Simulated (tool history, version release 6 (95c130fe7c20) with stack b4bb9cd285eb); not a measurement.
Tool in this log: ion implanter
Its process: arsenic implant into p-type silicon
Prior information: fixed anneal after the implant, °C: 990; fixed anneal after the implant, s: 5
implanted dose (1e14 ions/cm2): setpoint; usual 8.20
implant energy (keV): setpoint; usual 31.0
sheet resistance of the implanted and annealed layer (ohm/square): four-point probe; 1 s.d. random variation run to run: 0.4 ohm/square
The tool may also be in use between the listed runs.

| run | hour | implanted dose (1e14 ions/cm2) | implant energy (keV) | wafers since the last listed run | hours since the last dose calibration | hours since the extraction supply was calibrated | hours since the gauge calibration | read-back reference wafer on the same gauge, sheet resistance | sheet resistance of the implanted and annealed layer (ohm/square) |
|---|---|---|---|---|---|---|---|---|---|
| 1 | 0.0 | 8.20 | 23.0 | 0 | 787.0 | 5873.8 | 216.6 | 133.92 | 162.29 |
| 2 | 32.1 | 8.20 | 23.0 | 305 | 819.1 | 5905.9 | 248.7 | 133.43 | 161.14 |
| 3 | 53.8 | 8.20 | 31.0 | 206 | 840.8 | 5927.6 | 270.4 | 133.38 | 148.95 |
|  | 54.9 | gauge calibrated |
| 4 | 69.9 | 8.20 | 31.0 | 153 | 856.9 | 5943.7 | 15.0 | 135.14 | 150.83 |
| 5 | 86.9 | 8.20 | 31.0 | 161 | 873.9 | 5960.7 | 32.0 | 134.93 | 150.52 |
| 6 | 148.6 | 8.20 | 31.0 | 586 | 935.6 | 6022.4 | 93.7 | 134.80 | 150.05 |
| 7 | 164.1 | 8.20 | 36.5 | 147 | 951.1 | 6037.9 | 109.2 | 134.57 | 143.93 |
|  | 174.9 | Faraday cup replaced and dose calibrated |
| 8 | 192.5 | 8.20 | 28.5 | 193 | 17.6 | 6066.3 | 137.6 | 134.66 | 154.17 |
| 9 | 213.8 | 8.20 | 31.0 | 202 | 38.9 | 6087.6 | 158.9 | 134.51 | 150.31 |
| 10 | 228.3 | 8.20 | 31.0 | 137 | 53.4 | 6102.1 | 173.4 | 134.39 | 149.52 |
| 11 | 249.4 | 6.81 | 21.0 | 200 | 74.5 | 6123.2 | 194.5 | 134.14 | 182.69 |
| 12 | 271.7 | 8.20 | 31.0 | 211 | 96.8 | 6145.5 | 216.8 | 134.02 | 149.26 |
|  | 288.0 | gauge calibrated |
| 13 | 299.4 | 6.96 | 23.0 | 263 | 124.5 | 6173.2 | 11.4 | 134.94 | 177.96 |
|  | 320.0 | extraction supply calibrated |
| 14 | 325.1 | 8.20 | 31.0 | 168 | 150.2 | 5.1 | 37.1 | 134.82 | 151.01 |
| 15 | 357.4 | 9.52 | 36.5 | 306 | 182.5 | 37.4 | 69.4 | 134.81 | 131.36 |
| 16 | 374.6 | 7.52 | 36.5 | 163 | 199.7 | 54.6 | 86.6 | 134.74 | 151.64 |
| 17 | 398.9 | 9.52 | 36.5 | 230 | 224.0 | 78.9 | 110.9 | 134.87 | 131.78 |
| 18 | 415.4 | 6.92 | 34.5 | 156 | 240.5 | 95.4 | 127.4 | 134.47 | 162.92 |
| 19 | 452.3 | 6.91 | 27.5 | 350 | 277.4 | 132.3 | 164.3 | 134.42 | 170.92 |
| 20 | 487.9 | 8.20 | 37.0 | 338 | 313.0 | 167.9 | 199.9 | 134.12 | 143.12 |

Here are 5 independent what-if runs from the current tool condition. What would each one return?
| A | 488.3 | 7.46 | 31.0 | 3 | 313.4 | 168.3 | 200.3 | ? | ? |
| B | 488.3 | 10.45 | 31.0 | 3 | 313.4 | 168.3 | 200.3 | ? | ? |
| C | 488.3 | 8.20 | 25.5 | 3 | 313.4 | 168.3 | 200.3 | ? | ? |
| D | 488.3 | 7.48 | 38.0 | 3 | 313.4 | 168.3 | 200.3 | ? | ? |
| E | 488.3 | 5.78 | 27.0 | 3 | 313.4 | 168.3 | 200.3 | ? | ? |

| run | read-back reference wafer on the same gauge, sheet resistance | sheet resistance of the implanted and annealed layer (ohm/square) |
|---|---|---|
| A | 134.13 | 158.08 |
| B | 134.13 | 131.18 |
| C | 134.13 | 157.61 |
| D | 134.13 | 150.35 |
| E | 134.13 | 191.53 |
With no hidden state in the tool, these same runs would have given:
| run | sheet resistance of the implanted and annealed layer (ohm/square) |
|---|---|
| A | 159.18 |
| B | 132.09 |
| C | 158.71 |
| D | 151.40 |
| E | 192.87 |

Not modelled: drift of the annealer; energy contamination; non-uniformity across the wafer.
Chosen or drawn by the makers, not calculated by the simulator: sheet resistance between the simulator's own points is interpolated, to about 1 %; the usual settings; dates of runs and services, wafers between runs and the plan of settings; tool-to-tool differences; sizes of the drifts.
